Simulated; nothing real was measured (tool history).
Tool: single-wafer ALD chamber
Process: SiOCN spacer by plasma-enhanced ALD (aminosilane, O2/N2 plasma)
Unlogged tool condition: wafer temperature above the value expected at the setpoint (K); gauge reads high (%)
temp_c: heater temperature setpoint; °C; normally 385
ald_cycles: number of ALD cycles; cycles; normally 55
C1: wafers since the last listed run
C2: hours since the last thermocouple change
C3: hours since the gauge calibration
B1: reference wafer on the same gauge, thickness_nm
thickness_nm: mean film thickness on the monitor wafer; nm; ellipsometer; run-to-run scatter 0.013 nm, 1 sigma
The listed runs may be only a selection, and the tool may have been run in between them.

run 1 day=0.000 | temp_c=380 ald_cycles=55 | C1=0 C2=527.9 C3=203.0 | B1=2.846 | thickness_nm=2.899
run 2 day=1.108 | temp_c=380 ald_cycles=55 | C1=161 C2=554.5 C3=229.6 | B1=2.846 | thickness_nm=2.882
run 3 day=2.446 | temp_c=385 ald_cycles=55 | C1=195 C2=586.6 C3=261.7 | B1=2.841 | thickness_nm=2.909
run 4 day=3.112 | temp_c=385 ald_cycles=55 | C1=97 C2=602.6 C3=277.7 | B1=2.846 | thickness_nm=2.912
run 5 day=4.117 | temp_c=385 ald_cycles=55 | C1=146 C2=626.7 C3=301.8 | B1=2.845 | thickness_nm=2.886
run 6 day=5.229 | temp_c=385 ald_cycles=55 | C1=162 C2=653.4 C3=328.5 | B1=2.839 | thickness_nm=2.874
run 7 day=6.433 | temp_c=385 ald_cycles=55 | C1=175 C2=682.3 C3=357.4 | B1=2.839 | thickness_nm=2.880
run 8 day=7.012 | temp_c=385 ald_cycles=55 | C1=84 C2=696.2 C3=371.3 | B1=2.833 | thickness_nm=2.894
run 9 day=8.292 | temp_c=385 ald_cycles=59 | C1=186 C2=726.9 C3=402.0 | B1=2.838 | thickness_nm=3.076
run 10 day=9.629 | temp_c=385 ald_cycles=55 | C1=195 C2=759.0 C3=434.1 | B1=2.838 | thickness_nm=2.897
run 11 day=11.100 | temp_c=385 ald_cycles=55 | C1=214 C2=794.3 C3=469.4 | B1=2.832 | thickness_nm=2.893
run 12 day=11.821 | temp_c=385 ald_cycles=55 | C1=105 C2=811.6 C3=486.7 | B1=2.835 | thickness_nm=2.883
-- day=12.108 gauge calibrated
-- day=12.292 thermocouple changed; heater temperature recalibrated
run 13 day=12.488 | temp_c=378 ald_cycles=59 | C1=48 C2=4.7 C3=9.1 | B1=2.898 | thickness_nm=3.173
run 14 day=13.142 | temp_c=385 ald_cycles=55 | C1=95 C2=20.4 C3=24.8 | B1=2.884 | thickness_nm=2.941
run 15 day=14.371 | temp_c=389 ald_cycles=62 | C1=179 C2=49.9 C3=54.3 | B1=2.877 | thickness_nm=3.319
run 16 day=15.262 | temp_c=385 ald_cycles=55 | C1=130 C2=71.3 C3=75.7 | B1=2.877 | thickness_nm=2.932
run 17 day=16.154 | temp_c=379 ald_cycles=55 | C1=130 C2=92.7 C3=97.1 | B1=2.871 | thickness_nm=2.930
run 18 day=16.962 | temp_c=381 ald_cycles=45 | C1=118 C2=112.1 C3=116.5 | B1=2.867 | thickness_nm=2.378
run 19 day=17.842 | temp_c=385 ald_cycles=55 | C1=128 C2=133.2 C3=137.6 | B1=2.869 | thickness_nm=2.897
run 20 day=18.829 | temp_c=385 ald_cycles=55 | C1=144 C2=156.9 C3=161.3 | B1=2.861 | thickness_nm=2.903
run 21 day=22.308 | temp_c=385 ald_cycles=55 | C1=508 C2=240.4 C3=244.8 | B1=2.854 | thickness_nm=2.907
run 22 day=23.504 | temp_c=393 ald_cycles=47 | C1=174 C2=269.1 C3=273.5 | B1=2.851 | thickness_nm=2.491
run 23 day=24.671 | temp_c=397 ald_cycles=45 | C1=170 C2=297.1 C3=301.5 | B1=2.843 | thickness_nm=2.351
run 24 day=25.896 | temp_c=385 ald_cycles=55 | C1=178 C2=326.5 C3=330.9 | B1=2.842 | thickness_nm=2.888
run 25 day=26.842 | temp_c=380 ald_cycles=58 | C1=138 C2=349.2 C3=353.6 | B1=2.851 | thickness_nm=3.053
run 26 day=28.058 | temp_c=385 ald_cycles=62 | C1=177 C2=378.4 C3=382.8 | B1=2.843 | thickness_nm=3.246
run 27 day=29.417 | temp_c=385 ald_cycles=55 | C1=198 C2=411.0 C3=415.4 | B1=2.844 | thickness_nm=2.908
-- day=30.279 gauge calibrated
run 28 day=30.833 | temp_c=399 ald_cycles=55 | C1=206 C2=445.0 C3=13.3 | B1=2.898 | thickness_nm=2.938

Here are 3 independent what-if runs from the current tool condition. What would each one return?
run A day=30.854 | temp_c=385 ald_cycles=44 | C1=3 C2=445.5 C3=13.8 | B1=? | thickness_nm=?
run B day=30.854 | temp_c=397 ald_cycles=64 | C1=3 C2=445.5 C3=13.8 | B1=? | thickness_nm=?
run C day=30.854 | temp_c=394 ald_cycles=48 | C1=3 C2=445.5 C3=13.8 | B1=? | thickness_nm=?

run=A B1=2.895 thickness_nm=2.332
run=B B1=2.895 thickness_nm=3.392
run=C B1=2.895 thickness_nm=2.544
Take away the tool's hidden state, keep each run's random variation, and the runs would have read:
run=A thickness_nm=2.331
run=B thickness_nm=3.391
run=C thickness_nm=2.543

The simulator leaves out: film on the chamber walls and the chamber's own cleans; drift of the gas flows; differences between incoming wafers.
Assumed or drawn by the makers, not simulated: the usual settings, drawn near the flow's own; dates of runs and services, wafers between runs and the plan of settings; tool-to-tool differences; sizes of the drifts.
